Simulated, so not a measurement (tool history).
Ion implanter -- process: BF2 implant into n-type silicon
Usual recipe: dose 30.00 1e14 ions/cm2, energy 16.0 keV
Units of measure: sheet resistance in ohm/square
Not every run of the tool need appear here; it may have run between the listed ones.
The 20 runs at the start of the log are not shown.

| run | day | dose | energy | read-back reference wafer on the same gauge, sheet resistance | sheet resistance |
|---|---|---|---|---|---|
|  | 41.671 | extraction supply calibrated |
| 21 | 41.946 | 27.36 | 19.5 | 83.90 | 89.00 |
| 22 | 42.971 | 30.00 | 16.0 | 83.92 | 91.85 |
| 23 | 45.388 | 24.75 | 21.0 | 83.85 | 88.29 |
| 24 | 47.933 | 35.61 | 18.0 | 83.89 | 87.84 |
| 25 | 49.250 | 30.00 | 16.0 | 83.89 | 91.99 |
| 26 | 52.033 | 30.00 | 18.5 | 83.87 | 88.74 |
| 27 | 53.971 | 30.00 | 16.0 | 83.88 | 91.65 |
| 28 | 55.404 | 33.04 | 16.0 | 83.87 | 90.82 |
| 29 | 56.679 | 35.96 | 12.5 | 83.89 | 94.56 |
| 30 | 59.396 | 32.89 | 11.0 | 83.94 | 97.34 |
| 31 | 60.617 | 21.23 | 19.5 | 83.90 | 92.87 |
| 32 | 62.912 | 30.00 | 16.0 | 83.92 | 91.76 |
| 33 | 64.854 | 30.00 | 16.0 | 83.87 | 91.80 |
| 34 | 66.254 | 30.00 | 16.0 | 83.91 | 91.73 |

Predict the results of run 35:
| 35 | 68.975 | 23.11 | 19.0 | ? | ? |

Logged for run 35: read-back reference wafer on the same gauge, sheet resistance 83.90, sheet resistance 91.69 ohm/square.
On a tool with no hidden condition, and with the same random variation, this run would have come out at sheet resistance 92.56 ohm/square.
